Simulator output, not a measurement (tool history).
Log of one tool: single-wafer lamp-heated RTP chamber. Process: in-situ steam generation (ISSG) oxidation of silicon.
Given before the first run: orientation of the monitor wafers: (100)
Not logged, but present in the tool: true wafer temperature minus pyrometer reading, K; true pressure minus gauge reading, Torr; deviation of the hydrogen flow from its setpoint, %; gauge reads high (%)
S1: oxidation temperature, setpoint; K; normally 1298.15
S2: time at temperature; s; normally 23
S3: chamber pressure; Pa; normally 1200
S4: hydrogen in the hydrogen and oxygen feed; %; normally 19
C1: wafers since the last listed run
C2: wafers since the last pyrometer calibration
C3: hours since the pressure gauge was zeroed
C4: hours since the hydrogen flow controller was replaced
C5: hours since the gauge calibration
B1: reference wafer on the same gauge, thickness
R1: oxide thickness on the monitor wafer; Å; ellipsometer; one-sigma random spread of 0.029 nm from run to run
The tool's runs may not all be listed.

run,hour,S1,S2,S3,S4,C1,C2,C3,C4,C5,B1,R1
1,0.0,1298.15,23,1200,19,0,2232,2243.1,3331.1,15.0,5.763,56.83
2,16.7,1298.15,23,1200,24,203,2436,2259.8,3347.8,31.7,5.764,59.74
# hour 24.9: hydrogen flow controller replaced
# hour 37.0: pyrometer window cleaned and pyrometer calibrated
3,37.5,1298.15,23,1200,24,58,5,2280.6,12.6,52.5,5.752,60.12
4,64.8,1298.15,23,1200,24,332,338,2307.9,39.9,79.8,5.741,59.85
5,79.9,1298.15,23,1200,19,183,522,2323.0,55.0,94.9,5.736,56.85
6,100.9,1298.15,23,1200,19,255,777,2344.0,76.0,115.9,5.723,56.80
7,115.0,1298.15,23,1200,19,171,949,2358.1,90.1,130.0,5.710,56.81
8,129.7,1298.15,23,1200,19,179,1128,2372.8,104.8,144.7,5.700,55.94
9,165.4,1298.15,23,1200,19,434,1563,2408.5,140.5,180.4,5.705,56.56
10,257.5,1298.15,23,1200,23,1121,2684,2500.6,232.6,272.5,5.657,58.51
11,272.7,1298.15,23,1200,19,185,2869,2515.8,247.8,287.7,5.664,55.56
# hour 295.8: pyrometer window cleaned and pyrometer calibrated
12,296.3,1282.15,29,1040,23,189,5,2539.4,271.4,311.3,5.653,61.01
13,323.2,1298.15,19,1200,24,327,333,2566.3,298.3,338.2,5.648,52.90
14,338.5,1298.15,23,1200,19,186,519,2581.6,313.6,353.5,5.643,55.49
15,366.0,1310.15,23,1053,24,334,854,2609.1,341.1,381.0,5.625,62.67
16,381.2,1298.15,15,1107,19,185,1039,2624.3,356.3,396.2,5.620,45.38
17,415.0,1298.15,23,1200,19,411,1451,2658.1,390.1,430.0,5.625,55.76
18,440.6,1298.15,23,1200,22,311,1762,2683.7,415.7,455.6,5.607,57.57
19,463.2,1283.15,23,1013,25,275,2038,2706.3,438.3,478.2,5.610,55.44
# hour 471.4: pressure gauge zeroed
20,479.9,1298.15,23,1200,19,105,2143,8.5,455.0,494.9,5.596,55.06
# hour 520.1: pyrometer window cleaned and pyrometer calibrated
21,520.6,1285.15,23,1107,19,398,5,49.2,495.7,535.6,5.603,52.12
22,542.9,1298.15,23,1360,19,271,277,71.5,518.0,557.9,5.592,53.90
23,559.6,1286.15,29,1200,19,203,480,88.2,534.7,574.6,5.593,58.32

Run 24 has not been measured yet. What should we expect?
24,580.6,1289.15,23,1307,19,255,736,109.2,555.7,595.6,?,?

Run 24 produced B1 5.593, R1 52.13 Å.
With no hidden state in the tool, this same run would have given R1 54.13 Å.
